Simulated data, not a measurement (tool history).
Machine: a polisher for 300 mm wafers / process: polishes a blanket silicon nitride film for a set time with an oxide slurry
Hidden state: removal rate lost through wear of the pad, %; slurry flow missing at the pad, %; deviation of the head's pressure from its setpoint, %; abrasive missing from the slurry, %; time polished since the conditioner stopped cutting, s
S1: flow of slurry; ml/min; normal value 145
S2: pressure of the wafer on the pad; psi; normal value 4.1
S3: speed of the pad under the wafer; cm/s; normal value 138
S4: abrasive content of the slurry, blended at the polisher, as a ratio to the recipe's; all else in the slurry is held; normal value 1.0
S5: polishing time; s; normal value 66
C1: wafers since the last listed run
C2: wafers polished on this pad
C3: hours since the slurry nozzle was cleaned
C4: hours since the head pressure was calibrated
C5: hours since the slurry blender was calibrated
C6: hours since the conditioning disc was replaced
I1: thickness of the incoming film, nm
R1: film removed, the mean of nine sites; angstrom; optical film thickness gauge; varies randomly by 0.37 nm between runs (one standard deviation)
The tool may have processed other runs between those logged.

run,day,S1,S2,S3,S4,S5,C1,C2,C3,C4,C5,C6,I1,R1
1,0.000,145,3.3,138,1.0,66,0,759,723.3,665.4,184.8,41.7,409.2,426
2,0.962,145,3.3,138,1.0,66,240,999,746.4,688.5,207.9,64.8,411.8,431
# day 1.225: worn pad replaced by a new one
3,1.508,170,4.1,138,1.0,66,94,70,759.5,701.6,221.0,77.9,415.0,511
4,2.571,170,4.1,138,1.0,66,265,335,785.0,727.1,246.5,103.4,407.6,514
5,3.225,170,4.1,138,1.0,66,163,499,800.7,742.8,262.2,119.1,413.6,511
# day 3.725: conditioning disc replaced and pad reconditioned
# day 4.667: worn pad replaced by a new one
6,5.258,145,4.4,158,1.0,66,445,147,849.5,791.6,311.0,36.8,406.3,580
# day 6.421: head pressure recalibrated
7,6.654,145,4.4,158,1.0,66,327,475,883.0,5.6,344.5,70.3,411.3,579
8,8.067,145,4.4,158,1.0,66,352,827,916.9,39.5,378.4,104.2,401.2,572
# day 8.450: worn pad replaced by a new one
# day 9.312: conditioning disc replaced and pad reconditioned
# day 9.325: slurry nozzle cleaned
9,9.346,105,3.7,138,1.0,66,253,199,0.5,70.2,409.1,0.8,411.4,418
10,9.917,165,3.1,138,0.8,66,142,341,14.2,83.9,422.8,14.5,410.9,349
11,10.950,145,2.8,138,1.0,66,257,599,39.0,108.7,447.6,39.3,405.9,361
# day 11.696: slurry blender recalibrated
12,11.779,145,3.4,178,1.0,66,186,786,58.9,128.6,2.0,59.2,412.5,554
# day 12.367: worn pad replaced by a new one
13,13.088,145,4.1,138,1.0,66,284,180,90.3,160.0,33.4,90.6,411.3,516
14,14.262,145,4.7,138,1.0,66,293,473,118.5,188.2,61.6,118.8,408.3,581
# day 14.912: conditioning disc replaced and pad reconditioned
15,15.342,145,4.1,138,1.0,66,248,722,144.4,214.1,87.5,10.3,405.8,512
# day 16.250: worn pad replaced by a new one
16,16.700,125,2.7,138,1.0,66,297,112,177.0,246.7,120.1,42.9,408.5,362
17,17.921,125,4.1,138,1.0,66,304,417,206.3,276.0,149.4,72.2,404.5,492
18,19.346,145,3.7,138,1.0,66,355,773,240.5,310.2,183.6,106.4,412.6,469

Per-run results on a tool with no hidden state, each run keeping its own random variation:
run,R1
1,441
2,448
3,533
4,538
5,538
6,616
7,619
8,616
9,454
10,384
11,395
12,555
13,521
14,589
15,521
16,371
17,507
18,487

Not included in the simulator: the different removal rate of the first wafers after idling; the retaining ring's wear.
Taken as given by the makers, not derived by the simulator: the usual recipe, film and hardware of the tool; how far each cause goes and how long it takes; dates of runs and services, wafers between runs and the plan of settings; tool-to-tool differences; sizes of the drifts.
